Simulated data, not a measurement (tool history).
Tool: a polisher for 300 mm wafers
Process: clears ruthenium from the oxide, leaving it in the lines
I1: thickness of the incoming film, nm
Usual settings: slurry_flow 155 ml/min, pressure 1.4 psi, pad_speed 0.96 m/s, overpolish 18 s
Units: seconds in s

run 1 hour=0.0 | slurry_flow=155 pressure=1.4 pad_speed=0.96 overpolish=18 | I1=100.2 | seconds=131.9
run 2 hour=92.7 | slurry_flow=155 pressure=1.0 pad_speed=0.96 overpolish=18 | I1=100.9 | seconds=179.0
run 3 hour=147.8 | slurry_flow=155 pressure=1.0 pad_speed=0.96 overpolish=18 | I1=99.7 | seconds=171.6
run 4 hour=225.4 | slurry_flow=155 pressure=1.0 pad_speed=0.96 overpolish=18 | I1=101.5 | seconds=170.5
run 5 hour=263.1 | slurry_flow=155 pressure=1.4 pad_speed=0.96 overpolish=18 | I1=100.9 | seconds=130.0
run 6 hour=340.6 | slurry_flow=155 pressure=1.4 pad_speed=0.96 overpolish=18 | I1=99.6 | seconds=128.1
run 7 hour=382.9 | slurry_flow=155 pressure=1.4 pad_speed=0.96 overpolish=18 | I1=101.0 | seconds=129.1
run 8 hour=456.3 | slurry_flow=155 pressure=1.4 pad_speed=0.96 overpolish=18 | I1=100.4 | seconds=128.8
run 9 hour=506.7 | slurry_flow=155 pressure=1.4 pad_speed=0.96 overpolish=18 | I1=100.7 | seconds=131.3
run 10 hour=549.5 | slurry_flow=155 pressure=1.4 pad_speed=0.96 overpolish=18 | I1=102.0 | seconds=136.7
run 11 hour=599.7 | slurry_flow=175 pressure=1.4 pad_speed=0.76 overpolish=18 | I1=100.3 | seconds=151.7
run 12 hour=703.8 | slurry_flow=155 pressure=1.4 pad_speed=0.96 overpolish=18 | I1=100.0 | seconds=133.8
run 13 hour=752.8 | slurry_flow=120 pressure=1.0 pad_speed=0.86 overpolish=23 | I1=99.4 | seconds=204.5
run 14 hour=830.1 | slurry_flow=205 pressure=1.4 pad_speed=0.96 overpolish=25 | I1=100.1 | seconds=134.4
run 15 hour=869.2 | slurry_flow=200 pressure=1.5 pad_speed=0.96 overpolish=18 | I1=101.5 | seconds=117.8
run 16 hour=967.0 | slurry_flow=155 pressure=1.4 pad_speed=0.84 overpolish=18 | I1=97.9 | seconds=139.6
run 17 hour=1063.0 | slurry_flow=155 pressure=1.1 pad_speed=1.26 overpolish=25 | I1=99.6 | seconds=130.4
run 18 hour=1123.8 | slurry_flow=175 pressure=0.9 pad_speed=0.84 overpolish=15 | I1=99.6 | seconds=202.8
run 19 hour=1161.2 | slurry_flow=155 pressure=1.4 pad_speed=0.84 overpolish=18 | I1=99.6 | seconds=144.4
run 20 hour=1200.7 | slurry_flow=155 pressure=1.4 pad_speed=0.96 overpolish=18 | I1=100.6 | seconds=130.8
run 21 hour=1269.7 | slurry_flow=185 pressure=0.9 pad_speed=0.74 overpolish=23 | I1=100.9 | seconds=227.7
run 22 hour=1369.7 | slurry_flow=195 pressure=1.4 pad_speed=0.96 overpolish=25 | I1=99.4 | seconds=126.4
run 23 hour=1432.6 | slurry_flow=155 pressure=1.4 pad_speed=0.96 overpolish=21 | I1=99.7 | seconds=134.4
run 24 hour=1535.1 | slurry_flow=130 pressure=0.9 pad_speed=0.62 overpolish=8 | I1=101.0 | seconds=256.5
run 25 hour=1635.6 | slurry_flow=155 pressure=1.4 pad_speed=0.96 overpolish=18 | I1=101.5 | seconds=132.8
run 26 hour=1674.2 | slurry_flow=155 pressure=1.4 pad_speed=0.96 overpolish=18 | I1=99.5 | seconds=130.1
run 27 hour=1744.0 | slurry_flow=130 pressure=1.7 pad_speed=1.22 overpolish=15 | I1=100.7 | seconds=93.3
run 28 hour=1826.0 | slurry_flow=155 pressure=1.6 pad_speed=0.96 overpolish=18 | I1=98.8 | seconds=114.2
run 29 hour=1872.2 | slurry_flow=130 pressure=1.4 pad_speed=1.14 overpolish=22 | I1=99.2 | seconds=115.6
run 30 hour=1925.6 | slurry_flow=135 pressure=1.2 pad_speed=1.20 overpolish=18 | I1=99.8 | seconds=130.6
run 31 hour=1965.7 | slurry_flow=155 pressure=1.1 pad_speed=1.26 overpolish=25 | I1=101.3 | seconds=133.1
run 32 hour=2061.0 | slurry_flow=155 pressure=1.4 pad_speed=0.96 overpolish=18 | I1=99.7 | seconds=129.8
run 33 hour=2126.0 | slurry_flow=100 pressure=1.1 pad_speed=0.96 overpolish=26 | I1=99.9 | seconds=171.0
run 34 hour=2164.9 | slurry_flow=155 pressure=1.4 pad_speed=0.96 overpolish=18 | I1=100.0 | seconds=129.7
run 35 hour=2271.7 | slurry_flow=130 pressure=0.9 pad_speed=0.62 overpolish=8 | I1=101.0 | seconds=264.2
run 36 hour=2312.6 | slurry_flow=155 pressure=1.3 pad_speed=0.96 overpolish=28 | I1=100.1 | seconds=136.3

Taken out of this log: 9 entries between the listed runs. Where each belongs, and how the hidden state differs across it:
Between runs 2 and 3: slurry nozzle cleaned (hour 122.0); worn pad replaced by a new one (hour 133.4)
  slurry flow missing at the pad, %: 28.2 -> 1.51
  measured less the result without the state, seconds: +6.9 -> +0.3 s
Between runs 12 and 13: worn pad replaced by a new one (hour 719.3)
  slurry flow missing at the pad, %: 34.4 -> 40.2
  measured less the result without the state, seconds: +6.6 -> +14.2 s
Between runs 14 and 15: slurry nozzle cleaned (hour 844.8)
  slurry flow missing at the pad, %: 50.3 -> 0.688
  measured less the result without the state, seconds: +9.3 -> +0.1 s
Between runs 16 and 17: head pressure recalibrated (hour 985.6)
  slurry flow missing at the pad, %: 2.08 -> 5.26
  measured less the result without the state, seconds: +0.4 -> +0.8 s
Between runs 22 and 23: worn pad replaced by a new one (hour 1426.0)
  slurry flow missing at the pad, %: 27.4 -> 34.3
  measured less the result without the state, seconds: +4.0 -> +6.6 s
Between runs 23 and 24: slurry nozzle cleaned (hour 1461.0)
  slurry flow missing at the pad, %: 34.3 -> 3.63
  measured less the result without the state, seconds: +6.6 -> +1.2 s
Between runs 31 and 32: slurry nozzle cleaned (hour 2008.4)
  slurry flow missing at the pad, %: 27.9 -> 5.94
  measured less the result without the state, seconds: +5.1 -> +0.9 s
Between runs 32 and 33: worn pad replaced by a new one (hour 2124.6)
  slurry flow missing at the pad, %: 5.94 -> 7.01
  measured less the result without the state, seconds: +0.9 -> +1.9 s

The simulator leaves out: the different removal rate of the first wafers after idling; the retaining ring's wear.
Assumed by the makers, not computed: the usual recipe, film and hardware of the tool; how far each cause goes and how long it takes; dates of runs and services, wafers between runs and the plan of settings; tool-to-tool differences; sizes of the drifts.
